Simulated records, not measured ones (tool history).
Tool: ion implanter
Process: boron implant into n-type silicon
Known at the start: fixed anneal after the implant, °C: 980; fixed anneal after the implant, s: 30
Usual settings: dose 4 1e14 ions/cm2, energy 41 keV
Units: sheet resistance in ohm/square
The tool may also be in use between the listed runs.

run	hour	dose	energy	wafers since the last listed run	hours since the last dose calibration	hours since the extraction supply was calibrated	hours since the gauge calibration	read-back reference wafer on the same gauge, sheet resistance	sheet resistance
1	0	3.63	41	0	560.2	3547.6	297	209.91	284.93
2	30.4	3.63	41	850	590.6	3578	327.4	210.06	285.2
3	91.9	3.63	41	1721	652.1	3639.5	388.9	209.97	285.34
4	142.2	3.25	35.5	1408	702.4	3689.8	439.2	210.05	316.89
5	182.5	3.25	35.5	1128	742.7	3730.1	479.5	210.21	319.34
6	239.1	3.25	35.5	1584	799.3	3786.7	536.1	209.74	317.2
7	286.2	4	46	1318	846.4	3833.8	583.2	209.83	267.83
# hour 339.6: Faraday cup replaced and dose calibrated
# hour 395.5: extraction supply calibrated
8	454.5	3.23	41	4263	114.9	59	751.5	209.92	307.64
9	510.9	4	48	1578	171.3	115.4	807.9	210.03	258.85
10	543	4	48	898	203.4	147.5	840	210.09	258.92
11	608.6	4.3	27	1836	269	213.1	905.6	209.77	258.1
12	658	3.24	36.5	1382	318.4	262.5	955	210.13	310.57
# hour 705.6: gauge calibrated
13	724.8	4	47.5	1869	385.2	329.3	19.2	210.16	258.84
14	757.3	4	41	909	417.7	361.8	51.7	210.02	264.81
15	820.3	4	48	1763	480.7	424.8	114.7	210	259.46
16	859.7	4	41	1102	520.1	464.2	154.1	209.78	267.38
17	908.7	4.54	51.5	1371	569.1	513.2	203.1	210.03	237.12
18	939.8	4	41	870	600.2	544.3	234.2	209.99	267.16
19	968.8	4	45.5	811	629.2	573.3	263.2	210.21	265.05
20	1033.9	4.44	35	1822	694.3	638.4	328.3	209.89	250.63
21	1073.3	3.67	54.5	1102	733.7	677.8	367.7	209.86	277.3

The same runs without the tool's hidden state, with the same run-to-run variation:
The hidden state here: deviation of the true dose from the Faraday cup's reading, %; deviation of the true energy from its setpoint, %; gauge reads high (%).
run	sheet resistance
1	281.27
2	281.13
3	280.36
4	310.48
5	312.12
6	308.88
7	259.92
8	306.79
9	257.96
10	257.9
11	256.67
12	308.58
13	256.68
14	262.26
15	256.41
16	263.73
17	233.4
18	262.51
19	260.1
20	244.81
21	270.77
